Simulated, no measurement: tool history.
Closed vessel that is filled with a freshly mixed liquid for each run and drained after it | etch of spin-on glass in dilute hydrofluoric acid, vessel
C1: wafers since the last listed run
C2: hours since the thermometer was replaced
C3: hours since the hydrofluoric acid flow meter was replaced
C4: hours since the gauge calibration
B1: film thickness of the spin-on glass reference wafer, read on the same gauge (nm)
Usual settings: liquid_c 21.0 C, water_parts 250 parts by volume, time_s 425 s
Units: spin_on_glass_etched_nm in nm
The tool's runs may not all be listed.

Run 1, day 0.000: usual settings but liquid_c 19.5 C, time_s 300 s; C1 0; C2 1962.6; C3 2074.6; C4 3.3; B1 29.97. Result: spin_on_glass_etched_nm 23.51 nm.
Run 2, day 2.088: usual settings but liquid_c 19.5 C, time_s 300 s; C1 2686; C2 2012.7; C3 2124.7; C4 53.4; B1 30.00. Result: spin_on_glass_etched_nm 23.45 nm.
Run 3, day 2.375: usual settings but water_parts 200 parts by volume, time_s 530 s; C1 369; C2 2019.6; C3 2131.6; C4 60.3; B1 30.03. Result: spin_on_glass_etched_nm 57.77 nm.
Run 4, day 3.083: usual settings but water_parts 200 parts by volume, time_s 530 s; C1 911; C2 2036.6; C3 2148.6; C4 77.3; B1 30.00. Result: spin_on_glass_etched_nm 57.23 nm.
Run 5, day 3.621: usual settings; C1 691; C2 2049.5; C3 2161.5; C4 90.2; B1 29.99. Result: spin_on_glass_etched_nm 35.03 nm.
Run 6, day 4.312: usual settings; C1 890; C2 2066.1; C3 2178.1; C4 106.8; B1 30.00. Result: spin_on_glass_etched_nm 34.88 nm.
At day 4.900: gauge calibrated.
Run 7, day 4.979: usual settings; C1 857; C2 2082.1; C3 2194.1; C4 1.9; B1 30.04. Result: spin_on_glass_etched_nm 34.83 nm.
Run 8, day 5.596: usual settings; C1 793; C2 2096.9; C3 2208.9; C4 16.7; B1 29.95. Result: spin_on_glass_etched_nm 34.80 nm.
Run 9, day 6.221: usual settings; C1 804; C2 2111.9; C3 2223.9; C4 31.7; B1 29.96. Result: spin_on_glass_etched_nm 34.54 nm.
At day 6.717: hydrofluoric acid flow meter replaced.
Run 10, day 6.738: usual settings but liquid_c 23.0 C, water_parts 155 parts by volume; C1 611; C2 2124.3; C3 0.5; C4 44.1; B1 30.03. Result: spin_on_glass_etched_nm 79.56 nm.
At day 7.267: thermometer replaced.
Run 11, day 7.388: usual settings but liquid_c 24.0 C, water_parts 300 parts by volume, time_s 260 s; C1 782; C2 2.9; C3 16.1; C4 59.7; B1 29.97. Result: spin_on_glass_etched_nm 22.39 nm.
Run 12, day 8.496: usual settings but time_s 515 s; C1 1426; C2 29.5; C3 42.7; C4 86.3; B1 30.03. Result: spin_on_glass_etched_nm 50.19 nm.
Run 13, day 8.808: usual settings but liquid_c 19.5 C, water_parts 155 parts by volume, time_s 190 s; C1 402; C2 37.0; C3 50.2; C4 93.8; B1 30.01. Result: spin_on_glass_etched_nm 31.00 nm.
Run 14, day 9.500: usual settings but time_s 310 s; C1 890; C2 53.6; C3 66.8; C4 110.4; B1 29.98. Result: spin_on_glass_etched_nm 30.01 nm.

Forecast each of these 4 alternatives for the next run:
Run A, day 9.533: usual settings; C1 42; C2 54.4; C3 67.6; C4 111.2; B1 ?. Result: spin_on_glass_etched_nm ?.
Run B, day 9.533: usual settings but liquid_c 25.5 C, time_s 545 s; C1 42; C2 54.4; C3 67.6; C4 111.2; B1 ?. Result: spin_on_glass_etched_nm ?.
Run C, day 9.533: usual settings but liquid_c 24.5 C, time_s 535 s; C1 42; C2 54.4; C3 67.6; C4 111.2; B1 ?. Result: spin_on_glass_etched_nm ?.
Run D, day 9.533: usual settings but water_parts 170 parts by volume, time_s 525 s; C1 42; C2 54.4; C3 67.6; C4 111.2; B1 ?. Result: spin_on_glass_etched_nm ?.

run     B1  spin_on_glass_etched_nm
  A  30.03                    41.47
  B  30.03                    62.55
  C  30.03                    59.27
  D  30.03                    81.62
Without the tool's hidden state the same runs would have given:
run  spin_on_glass_etched_nm
  A                    41.93
  B                    63.26
  C                    59.94
  D                    82.48
